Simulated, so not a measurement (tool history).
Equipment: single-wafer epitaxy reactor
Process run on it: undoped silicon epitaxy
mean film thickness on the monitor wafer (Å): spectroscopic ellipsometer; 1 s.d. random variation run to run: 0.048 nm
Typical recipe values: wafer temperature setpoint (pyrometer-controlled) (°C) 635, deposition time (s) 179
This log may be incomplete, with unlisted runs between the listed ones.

run    hour  wafer temperature setpoint (pyrometer-controlled) (°C)  deposition time (s)  read-back reference wafer on the same gauge, thickness_nm  mean film thickness on the monitor wafer (Å)
  1       0                                                     635                  170                                                     24.681                                        195.84
  2    72.7                                                     635                  179                                                     24.696                                         206.2
  3   160.4                                                     625                  179                                                     24.681                                        158.85
  4     205                                                     625                  179                                                     24.689                                        158.39
  5   311.6                                                     635                  179                                                     24.701                                        205.12
  6   539.7                                                     635                  179                                                     24.687                                        204.72
  7   626.4                                                     635                  179                                                     24.715                                        204.64
  8   680.2                                                     635                  205                                                     24.696                                        232.94
  9   756.5                                                     635                  205                                                     24.691                                        233.58
      814.7  -- gauge calibrated
 10   836.3                                                     635                  205                                                     24.668                                           233
 11   920.5                                                     635                  179                                                     24.714                                        203.63
      933.8  -- pyrometer calibrated
 12   977.7                                                     628                  155                                                     24.723                                        144.97
 13  1063.2                                                     620                  159                                                     24.699                                        120.71
 14  1220.3                                                     642                  194                                                     24.707                                        261.05
     1271.1  -- pyrometer calibrated, repeated, since the last time left the tool worse
 15  1303.1                                                     625                  146                                                     24.677                                        130.34

Forecast run 16:
 16  1393.6                                                     635                  179                                                          ?                                             ?

Run 16 yielded read-back reference wafer on the same gauge, thickness_nm 24.719, mean film thickness on the monitor wafer (Å) 206.31.
If the tool had no hidden condition, the same run with the same run-to-run variation would have returned mean film thickness on the monitor wafer (Å) 206.34.
